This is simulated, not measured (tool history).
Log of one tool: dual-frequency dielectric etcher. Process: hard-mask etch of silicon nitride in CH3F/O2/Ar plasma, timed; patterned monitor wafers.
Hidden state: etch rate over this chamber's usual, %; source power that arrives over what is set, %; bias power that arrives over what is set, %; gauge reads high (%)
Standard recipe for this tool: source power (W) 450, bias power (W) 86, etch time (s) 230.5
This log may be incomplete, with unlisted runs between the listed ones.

run     day  source power (W)  bias power (W)  etch time (s)  wafers since the last listed run  hours since the last wet clean  hours since the last source power generator calibration  hours since the last bias power generator calibration  hours since the last upper electrode change  hours since the gauge calibration  read-back reference wafer on the same gauge, depth_nm  mean etch depth across the wafer (angstrom)
  1       0               450              86          230.5                                 0                           161.4                                                   4338.5                                                 2328.1                                       3578.9                               19.3                                                    206                                         1967
  2   3.221               450              86          230.5                               454                           238.7                                                   4415.8                                                 2405.4                                       3656.2                               96.6                                                    206                                         1966
  3   7.312               450              86          230.5                               577                           336.9                                                     4514                                                 2503.6                                       3754.4                              194.8                                                    206                                         1984
     10.671  -- wet clean of the chamber
  4  10.692               450              93          230.5                               335                             0.5                                                   4595.1                                                 2584.7                                       3835.5                              275.9                                                  206.1                                         2009
  5  13.829               450              93          230.5                               442                            75.8                                                   4670.4                                                   2660                                       3910.8                              351.2                                                    206                                         2008
     16.304  -- bias power generator calibrated
  6  17.871               450              93          230.5                               546                           172.8                                                   4767.4                                                   37.6                                       4007.8                              448.2                                                  205.9                                         2018
  7    20.9               450              86          230.5                               427                           245.5                                                   4840.1                                                  110.3                                       4080.5                              520.9                                                  205.9                                         1989
     21.492  -- source power generator calibrated
     24.233  -- wet clean of the chamber
     24.629  -- upper electrode replaced, of another model than before
  8   24.65               390              86            248                               308                              10                                                     75.8                                                  200.3                                          0.5                              610.9                                                    206                                         2023
  9  26.917               400              79          293.5                               319                            64.4                                                    130.2                                                  254.7                                         54.9                              665.3                                                    206                                         2306
     27.488  -- gauge calibrated
 10  28.846               370              86          277.5                               272                           110.7                                                    176.5                                                    301                                        101.2                               32.6                                                    206                                         2252
 11    30.8               490              86          210.5                               275                           157.6                                                    223.4                                                  347.9                                        148.1                               79.5                                                    206                                         1825
 12  32.862               450              86          230.5                               291                           207.1                                                    272.9                                                  397.4                                        197.6                                129                                                    206                                         1974
 13  36.379               510              72          230.5                               496                           291.5                                                    357.3                                                  481.8                                          282                              213.4                                                  205.9                                         1850
      40.75  -- wet clean of the chamber
 14  40.771               450              86          230.5                               478                             0.5                                                    462.7                                                  587.2                                        387.4                              318.8                                                  205.9                                         1939
 15  41.496               450              75          230.5                               102                            17.9                                                    480.1                                                  604.6                                        404.8                              336.2                                                  205.9                                         1793
 16  43.338               450              86          230.5                               259                            62.1                                                    524.3                                                  648.8                                          449                              380.4                                                  206.1                                         1940
 17  47.192               450              86            180                               543                           154.6                                                    616.8                                                  741.3                                        541.5                              472.9                                                  206.1                                         1526

Hidden state or all else? Some run-to-run changes of mean etch depth across the wafer (angstrom), split into what the settings, what came in and random variation would give without the hidden state, and what is left for the hidden state (with any gauge scatter that isn't in both results):
Run 10 -> 11: source power (W) 370 -> 490, etch time (s) 277.5 -> 210.5. mean etch depth across the wafer (angstrom) -427: hidden state +1, all else -428.
Run 13 -> 14: source power (W) 510 -> 450, bias power (W) 72 -> 86, wet clean of the chamber. mean etch depth across the wafer (angstrom) +89: hidden state -47, all else +136.

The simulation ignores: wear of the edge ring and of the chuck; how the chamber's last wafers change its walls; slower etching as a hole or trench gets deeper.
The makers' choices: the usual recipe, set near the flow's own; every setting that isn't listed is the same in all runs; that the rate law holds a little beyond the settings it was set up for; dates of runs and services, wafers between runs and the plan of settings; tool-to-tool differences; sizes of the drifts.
